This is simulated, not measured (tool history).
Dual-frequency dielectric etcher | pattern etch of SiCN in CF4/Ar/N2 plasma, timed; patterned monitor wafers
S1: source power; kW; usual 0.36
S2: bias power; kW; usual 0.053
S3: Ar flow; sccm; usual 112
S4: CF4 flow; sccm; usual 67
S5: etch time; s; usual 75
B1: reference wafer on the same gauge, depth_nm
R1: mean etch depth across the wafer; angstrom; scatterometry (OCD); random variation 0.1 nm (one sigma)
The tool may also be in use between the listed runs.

run,day,S1,S2,S3,S4,S5,B1,R1
1,0,0.36,0.053,112,77,75,43.62,441.7
2,2.958,0.36,0.053,112,77,75,43.58,441.1
# day 6.583: CF4 flow controller replaced
3,7.046,0.36,0.053,112,67,75,43.63,431.7
4,9.233,0.36,0.053,112,67,75,43.59,429.7
5,11.1,0.36,0.053,112,67,75,43.57,428.4
# day 12.475: source power generator calibrated
# day 12.804: gauge calibrated
6,14.242,0.33,0.047,112,81,97,43.66,513.6
# day 17.446: upper electrode replaced
7,17.467,0.36,0.053,112,67,75,43.65,429.3
# day 20.217: wet clean of the chamber
8,20.238,0.36,0.053,112,67,75,43.61,429.4
9,22.35,0.33,0.047,112,81,97,43.58,514.8
10,26.538,0.29,0.061,112,50,75,43.56,338
# day 29.454: Ar flow controller replaced
11,29.838,0.36,0.053,112,67,75,43.55,427.9
12,32.012,0.36,0.053,112,67,75,43.58,427.3
13,33.638,0.28,0.053,89,53,53.5,43.62,227.9
14,36.575,0.36,0.053,112,58,75,43.59,415.1
# day 38.846: bias power generator calibrated
15,40.292,0.29,0.053,101,67,75,43.6,349.6
# day 41.867: wet clean of the chamber
16,44.754,0.36,0.064,112,67,75,43.56,456.3
17,49.212,0.36,0.053,112,67,75,43.63,429.2
18,52.062,0.4,0.053,112,72,75,43.61,481.1
19,55.729,0.33,0.053,112,67,75,43.59,394
20,57.404,0.28,0.053,100,67,75,43.57,334.8

Forecast each of these 5 alternatives for the next run:
A,57.421,0.36,0.053,139,67,75,?,?
B,57.421,0.29,0.063,112,82,75,?,?
C,57.421,0.36,0.063,89,67,97,?,?
D,57.421,0.32,0.044,112,72,75,?,?
E,57.421,0.36,0.059,112,83,75,?,?

run,B1,R1
A,43.63,419.1
B,43.63,381.9
C,43.63,595.5
D,43.63,365.3
E,43.63,464.5
Without the tool's hidden state the same runs would have given:
run,R1
A,422.3
B,384.3
C,599.6
D,368.1
E,467.6
